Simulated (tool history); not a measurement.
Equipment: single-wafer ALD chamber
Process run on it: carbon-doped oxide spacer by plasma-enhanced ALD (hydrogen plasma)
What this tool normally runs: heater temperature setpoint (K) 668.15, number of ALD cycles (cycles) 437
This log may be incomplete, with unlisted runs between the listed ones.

run     day  heater temperature setpoint (K)  number of ALD cycles (cycles)  wafers since the last listed run  hours since the last thermocouple change  hours since the gauge calibration  read-back reference wafer on the same gauge, thickness_nm  mean film thickness on the monitor wafer (Å)
  1   0.000                           679.15                            437                                 0                                     271.7                              501.1                                                     27.040                                        229.84
  2   2.454                           679.15                            437                                34                                     330.6                              560.0                                                     26.976                                        228.67
      4.358  -- gauge calibrated
  3   4.596                           668.15                            400                                30                                     382.0                                5.7                                                     27.217                                        217.04
  4   8.783                           668.15                            400                                58                                     482.5                              106.2                                                     27.194                                        216.96
  5  11.725                           668.15                            400                                41                                     553.1                              176.8                                                     27.187                                        216.37
  6  14.717                           668.15                            495                                42                                     624.9                              248.6                                                     27.171                                        266.94
  7  17.429                           668.15                            495                                38                                     690.0                              313.7                                                     27.135                                        266.67
  8  21.004                           668.15                            495                                50                                     775.8                              399.5                                                     27.082                                        266.03
  9  23.358                           668.15                            437                                33                                     832.3                              456.0                                                     27.043                                        235.27
 10  24.967                           673.15                            437                                22                                     870.9                              494.6                                                     27.029                                        234.34
 11  28.808                           668.15                            487                                54                                     963.1                              586.8                                                     26.919                                        259.61
     29.817  -- gauge calibrated
 12  33.188                           668.15                            437                                61                                    1068.2                               80.9                                                     27.232                                        236.47
 13  35.462                           661.15                            503                                32                                    1122.8                              135.5                                                     27.193                                        271.95
 14  37.625                           668.15                            476                                30                                    1174.7                              187.4                                                     27.175                                        257.76
 15  39.229                           661.15                            368                                22                                    1213.2                              225.9                                                     27.146                                        198.22
     40.317  -- thermocouple changed; heater temperature recalibrated
 16  42.925                           668.15                            473                                47                                      62.6                              314.6                                                     27.113                                        255.66
 17  44.750                           664.15                            471                                25                                     106.4                              358.4                                                     27.092                                        253.84
 18  48.633                           674.15                            437                                54                                     199.6                              451.6                                                     27.033                                        232.20
 19  50.617                           668.15                            437                                27                                     247.2                              499.2                                                     26.999                                        234.67

Take each entry between the runs: how does the hidden state at the last listed run before it differ from the hidden state at the first listed run after it?
From run 2 to run 3: gauge calibrated (day 4.358)
  gauge reads high (%): -0.802 -> 0.107
  measured less the result without the state, mean film thickness on the monitor wafer (Å): -1.84 -> +0.24
From run 11 to run 12: gauge calibrated (day 29.817)
  gauge reads high (%): -0.992 -> 0.0184
  measured less the result without the state, mean film thickness on the monitor wafer (Å): -2.60 -> +0.04
From run 15 to run 16: thermocouple changed; heater temperature recalibrated (day 40.317)
  gauge reads high (%): -0.124 -> -0.277
  measured less the result without the state, mean film thickness on the monitor wafer (Å): -0.24 -> -0.71

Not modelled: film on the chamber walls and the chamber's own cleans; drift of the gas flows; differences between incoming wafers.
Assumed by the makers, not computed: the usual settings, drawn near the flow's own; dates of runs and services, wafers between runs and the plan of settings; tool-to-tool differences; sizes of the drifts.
